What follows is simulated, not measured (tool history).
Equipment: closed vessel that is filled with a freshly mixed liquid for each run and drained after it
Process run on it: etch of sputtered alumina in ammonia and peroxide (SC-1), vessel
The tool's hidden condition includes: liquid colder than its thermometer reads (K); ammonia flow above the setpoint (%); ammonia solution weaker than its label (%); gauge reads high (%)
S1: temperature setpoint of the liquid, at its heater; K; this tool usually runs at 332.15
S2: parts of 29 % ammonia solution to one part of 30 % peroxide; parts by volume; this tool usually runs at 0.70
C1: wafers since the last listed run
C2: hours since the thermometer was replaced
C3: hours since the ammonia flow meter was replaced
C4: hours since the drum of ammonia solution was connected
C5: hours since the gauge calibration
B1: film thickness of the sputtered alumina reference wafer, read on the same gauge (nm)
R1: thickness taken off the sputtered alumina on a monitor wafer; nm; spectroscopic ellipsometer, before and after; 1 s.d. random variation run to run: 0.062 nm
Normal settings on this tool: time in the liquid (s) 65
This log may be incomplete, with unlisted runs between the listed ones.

run 1 hour=0.0 | S1=332.15 S2=0.70 time_in_the_liquid_(s)=65 | C1=0 C2=22.4 C3=809.9 C4=98.1 C5=1353.4 | B1=109.99 | R1=7.75
run 2 hour=52.5 | S1=332.15 S2=0.70 time_in_the_liquid_(s)=65 | C1=4941 C2=74.9 C3=862.4 C4=150.6 C5=1405.9 | B1=110.00 | R1=7.67
run 3 hour=84.1 | S1=332.15 S2=0.70 time_in_the_liquid_(s)=65 | C1=2974 C2=106.5 C3=894.0 C4=182.2 C5=1437.5 | B1=109.98 | R1=7.81
run 4 hour=133.1 | S1=332.15 S2=0.70 time_in_the_liquid_(s)=65 | C1=4612 C2=155.5 C3=943.0 C4=231.2 C5=1486.5 | B1=110.00 | R1=7.71
run 5 hour=175.1 | S1=332.15 S2=0.70 time_in_the_liquid_(s)=65 | C1=3953 C2=197.5 C3=985.0 C4=273.2 C5=1528.5 | B1=110.05 | R1=7.68
run 6 hour=383.3 | S1=332.15 S2=0.70 time_in_the_liquid_(s)=65 | C1=19597 C2=405.7 C3=1193.2 C4=481.4 C5=1736.7 | B1=110.03 | R1=7.79
run 7 hour=424.0 | S1=337.65 S2=0.70 time_in_the_liquid_(s)=35 | C1=3830 C2=446.4 C3=1233.9 C4=522.1 C5=1777.4 | B1=109.96 | R1=5.49
run 8 hour=524.0 | S1=327.15 S2=0.60 time_in_the_liquid_(s)=45 | C1=9412 C2=546.4 C3=1333.9 C4=622.1 C5=1877.4 | B1=109.98 | R1=4.06
run 9 hour=581.5 | S1=332.15 S2=0.70 time_in_the_liquid_(s)=30 | C1=5412 C2=603.9 C3=1391.4 C4=679.6 C5=1934.9 | B1=110.03 | R1=3.55
run 10 hour=624.2 | S1=335.65 S2=0.45 time_in_the_liquid_(s)=85 | C1=4019 C2=646.6 C3=1434.1 C4=722.3 C5=1977.6 | B1=110.04 | R1=11.64
run 11 hour=687.0 | S1=323.15 S2=0.70 time_in_the_liquid_(s)=65 | C1=5911 C2=709.4 C3=1496.9 C4=785.1 C5=2040.4 | B1=109.96 | R1=4.72
-- hour=727.7 new drum of ammonia solution connected
run 12 hour=741.5 | S1=332.15 S2=0.70 time_in_the_liquid_(s)=65 | C1=5035 C2=763.9 C3=1551.4 C4=13.8 C5=2094.9 | B1=109.99 | R1=7.73
run 13 hour=794.8 | S1=332.15 S2=0.70 time_in_the_liquid_(s)=65 | C1=5016 C2=817.2 C3=1604.7 C4=67.1 C5=2148.2 | B1=110.03 | R1=7.76
run 14 hour=821.2 | S1=335.15 S2=0.40 time_in_the_liquid_(s)=65 | C1=2484 C2=843.6 C3=1631.1 C4=93.5 C5=2174.6 | B1=110.01 | R1=8.62
run 15 hour=897.2 | S1=329.15 S2=0.70 time_in_the_liquid_(s)=90 | C1=7153 C2=919.6 C3=1707.1 C4=169.5 C5=2250.6 | B1=109.98 | R1=9.30
run 16 hour=942.8 | S1=332.15 S2=0.60 time_in_the_liquid_(s)=65 | C1=4292 C2=965.2 C3=1752.7 C4=215.1 C5=2296.2 | B1=109.99 | R1=7.62
-- hour=949.6 ammonia flow meter replaced
run 17 hour=999.3 | S1=325.15 S2=0.80 time_in_the_liquid_(s)=105 | C1=5224 C2=1021.7 C3=49.7 C4=271.6 C5=2352.7 | B1=109.98 | R1=8.68
-- hour=1043.2 gauge calibrated
run 18 hour=1063.0 | S1=342.15 S2=0.70 time_in_the_liquid_(s)=65 | C1=5995 C2=1085.4 C3=113.4 C4=335.3 C5=19.8 | B1=110.01 | R1=12.73
run 19 hour=1091.1 | S1=332.15 S2=0.70 time_in_the_liquid_(s)=65 | C1=2644 C2=1113.5 C3=141.5 C4=363.4 C5=47.9 | B1=110.05 | R1=7.68
run 20 hour=1151.8 | S1=332.15 S2=0.70 time_in_the_liquid_(s)=65 | C1=5713 C2=1174.2 C3=202.2 C4=424.1 C5=108.6 | B1=109.96 | R1=7.67
run 21 hour=1202.5 | S1=332.15 S2=0.50 time_in_the_liquid_(s)=45 | C1=4772 C2=1224.9 C3=252.9 C4=474.8 C5=159.3 | B1=109.98 | R1=5.28
run 22 hour=1243.8 | S1=332.15 S2=0.70 time_in_the_liquid_(s)=65 | C1=3887 C2=1266.2 C3=294.2 C4=516.1 C5=200.6 | B1=110.03 | R1=7.74
run 23 hour=1292.6 | S1=325.15 S2=0.80 time_in_the_liquid_(s)=105 | C1=4593 C2=1315.0 C3=343.0 C4=564.9 C5=249.4 | B1=109.99 | R1=8.77
run 24 hour=1359.3 | S1=332.15 S2=0.70 time_in_the_liquid_(s)=65 | C1=6278 C2=1381.7 C3=409.7 C4=631.6 C5=316.1 | B1=110.02 | R1=7.71
run 25 hour=1405.4 | S1=332.15 S2=0.50 time_in_the_liquid_(s)=85 | C1=4339 C2=1427.8 C3=455.8 C4=677.7 C5=362.2 | B1=110.00 | R1=9.83
run 26 hour=1438.3 | S1=323.65 S2=0.50 time_in_the_liquid_(s)=105 | C1=3096 C2=1460.7 C3=488.7 C4=710.6 C5=395.1 | B1=109.96 | R1=7.68
run 27 hour=1524.9 | S1=328.15 S2=0.80 time_in_the_liquid_(s)=30 | C1=8151 C2=1547.3 C3=575.3 C4=797.2 C5=481.7 | B1=110.01 | R1=2.97
run 28 hour=1580.8 | S1=336.15 S2=0.85 time_in_the_liquid_(s)=65 | C1=5261 C2=1603.2 C3=631.2 C4=853.1 C5=537.6 | B1=109.98 | R1=9.72

Give the tool's hidden conditions for every run:
liquid colder than its thermometer reads (K): 0 on each run
ammonia flow above the setpoint (%): 0 on each run
ammonia solution weaker than its label (%): 0 on each run
gauge reads high (%): 0 on each run
